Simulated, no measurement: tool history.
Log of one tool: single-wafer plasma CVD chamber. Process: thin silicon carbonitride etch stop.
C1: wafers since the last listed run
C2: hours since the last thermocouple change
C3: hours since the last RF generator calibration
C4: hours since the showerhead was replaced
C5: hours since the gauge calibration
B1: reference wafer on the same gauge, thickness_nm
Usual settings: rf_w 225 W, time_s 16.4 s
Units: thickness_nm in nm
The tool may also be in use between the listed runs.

Run 1, hour 0: usual settings; C1 0; C2 467.2; C3 1580.3; C4 4234.8; C5 256.3; B1 6.769. Result: thickness_nm 7.491 nm.
Run 2, hour 33.3: usual settings; C1 914; C2 500.5; C3 1613.6; C4 4268.1; C5 289.6; B1 6.778. Result: thickness_nm 7.511 nm.
Run 3, hour 72.4: usual settings; C1 1073; C2 539.6; C3 1652.7; C4 4307.2; C5 328.7; B1 6.787. Result: thickness_nm 7.576 nm.
Run 4, hour 133: usual settings; C1 1663; C2 600.2; C3 1713.3; C4 4367.8; C5 389.3; B1 6.784. Result: thickness_nm 7.524 nm.
Run 5, hour 200.2: usual settings; C1 1844; C2 667.4; C3 1780.5; C4 4435; C5 456.5; B1 6.781. Result: thickness_nm 7.515 nm.
Run 6, hour 236.7: usual settings; C1 1002; C2 703.9; C3 1817; C4 4471.5; C5 493; B1 6.779. Result: thickness_nm 7.509 nm.
Run 7, hour 300.2: usual settings but rf_w 235 W; C1 1743; C2 767.4; C3 1880.5; C4 4535; C5 556.5; B1 6.776. Result: thickness_nm 7.706 nm.
At hour 315.1: gauge calibrated.
Run 8, hour 327.4: usual settings but rf_w 260 W, time_s 14.6 s; C1 746; C2 794.6; C3 1907.7; C4 4562.2; C5 12.3; B1 6.774. Result: thickness_nm 7.112 nm.
At hour 351.5: RF generator calibrated.
Run 9, hour 388.8: usual settings but rf_w 260 W, time_s 14.9 s; C1 1465; C2 856; C3 37.3; C4 4623.6; C5 73.7; B1 6.785. Result: thickness_nm 7.141 nm.
Run 10, hour 426.1: usual settings; C1 1023; C2 893.3; C3 74.6; C4 4660.9; C5 111; B1 6.784. Result: thickness_nm 7.343 nm.
Run 11, hour 466.5: usual settings; C1 1109; C2 933.7; C3 115; C4 4701.3; C5 151.4; B1 6.78. Result: thickness_nm 7.305 nm.
At hour 496.6: RF generator calibrated, repeated, since the last time left the tool worse.
Run 12, hour 502.3: usual settings but rf_w 270 W, time_s 18.1 s; C1 763; C2 969.5; C3 5.7; C4 4737.1; C5 187.2; B1 6.769. Result: thickness_nm 9.197 nm.
At hour 511.2: thermocouple changed; heater temperature recalibrated.
At hour 515.6: showerhead replaced.
Run 13, hour 555.8: usual settings but rf_w 205 W, time_s 13.3 s; C1 1128; C2 44.6; C3 59.2; C4 40.2; C5 240.7; B1 6.783. Result: thickness_nm 5.991 nm.
Run 14, hour 624.3: usual settings; C1 1880; C2 113.1; C3 127.7; C4 108.7; C5 309.2; B1 6.77. Result: thickness_nm 7.71 nm.
Run 15, hour 649: usual settings but rf_w 205 W, time_s 18.7 s; C1 678; C2 137.8; C3 152.4; C4 133.4; C5 333.9; B1 6.786. Result: thickness_nm 8.361 nm.

The same runs without the tool's hidden state, with the same run-to-run variation:
The hidden state here: wafer temperature above the value expected at the setpoint (K); delivered RF power above the setpoint (%); gauge reads high (%).
run  thickness_nm
  1          7.67
  2         7.693
  3         7.764
  4         7.718
  5         7.716
  6         7.714
  7         7.924
  8         7.317
  9         7.509
 10         7.725
 11         7.691
 12          9.22
 13          6.01
 14         7.742
 15         8.399

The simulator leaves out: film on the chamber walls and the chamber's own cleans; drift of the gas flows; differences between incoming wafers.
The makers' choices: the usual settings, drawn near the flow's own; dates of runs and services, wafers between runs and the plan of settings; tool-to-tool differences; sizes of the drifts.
